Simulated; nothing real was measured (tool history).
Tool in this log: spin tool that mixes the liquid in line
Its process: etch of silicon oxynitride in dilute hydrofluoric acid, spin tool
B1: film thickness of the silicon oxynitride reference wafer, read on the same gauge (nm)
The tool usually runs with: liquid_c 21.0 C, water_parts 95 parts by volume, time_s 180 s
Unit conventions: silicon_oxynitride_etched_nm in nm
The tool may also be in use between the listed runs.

Run 1, hour 0.0: usual settings but time_s 255 s; B1 110.027. Result: silicon_oxynitride_etched_nm 4.580 nm.
Run 2, hour 56.6: usual settings but time_s 240 s; B1 109.999. Result: silicon_oxynitride_etched_nm 4.329 nm.
Run 3, hour 127.1: usual settings but time_s 240 s; B1 109.989. Result: silicon_oxynitride_etched_nm 4.318 nm.
Run 4, hour 337.6: usual settings but time_s 240 s; B1 109.986. Result: silicon_oxynitride_etched_nm 4.196 nm.
Run 5, hour 374.4: usual settings but liquid_c 17.5 C; B1 109.991. Result: silicon_oxynitride_etched_nm 2.652 nm.
At hour 403.8: thermometer replaced.
Run 6, hour 404.3: usual settings but liquid_c 17.5 C; B1 109.996. Result: silicon_oxynitride_etched_nm 2.654 nm.
Run 7, hour 427.2: usual settings but liquid_c 17.5 C; B1 110.007. Result: silicon_oxynitride_etched_nm 2.691 nm.
Run 8, hour 478.9: usual settings; B1 110.024. Result: silicon_oxynitride_etched_nm 3.128 nm.
Run 9, hour 505.6: usual settings but liquid_c 25.5 C, water_parts 115 parts by volume, time_s 125 s; B1 110.016. Result: silicon_oxynitride_etched_nm 2.230 nm.
Run 10, hour 539.3: usual settings but water_parts 50 parts by volume; B1 109.992. Result: silicon_oxynitride_etched_nm 6.211 nm.
At hour 542.5: hydrofluoric acid flow meter replaced.
At hour 543.8: gauge calibrated.
Run 11, hour 601.8: usual settings but liquid_c 17.5 C, time_s 220 s; B1 110.006. Result: silicon_oxynitride_etched_nm 3.520 nm.
Run 12, hour 641.3: usual settings but liquid_c 25.0 C; B1 109.976. Result: silicon_oxynitride_etched_nm 4.139 nm.
Run 13, hour 678.7: usual settings but liquid_c 18.0 C; B1 110.014. Result: silicon_oxynitride_etched_nm 2.936 nm.
Run 14, hour 705.4: usual settings but liquid_c 17.0 C, water_parts 130 parts by volume, time_s 135 s; B1 110.012. Result: silicon_oxynitride_etched_nm 1.508 nm.

4 options for the next run, each taken on its own from the tool as it stands now. Forecast them:
Run A, hour 705.9: usual settings; B1 ?. Result: silicon_oxynitride_etched_nm ?.
Run B, hour 705.9: usual settings but liquid_c 19.0 C, time_s 270 s; B1 ?. Result: silicon_oxynitride_etched_nm ?.
Run C, hour 705.9: usual settings but time_s 125 s; B1 ?. Result: silicon_oxynitride_etched_nm ?.
Run D, hour 705.9: usual settings but water_parts 135 parts by volume; B1 ?. Result: silicon_oxynitride_etched_nm ?.

run       B1  silicon_oxynitride_etched_nm
  A  110.019                         3.408
  B  110.019                         4.634
  C  110.019                         2.367
  D  110.019                         2.328
The same runs, with their run-to-run variation unchanged, on a tool lacking any hidden condition would have given:
run  silicon_oxynitride_etched_nm
  A                         3.445
  B                         4.685
  C                         2.392
  D                         2.354
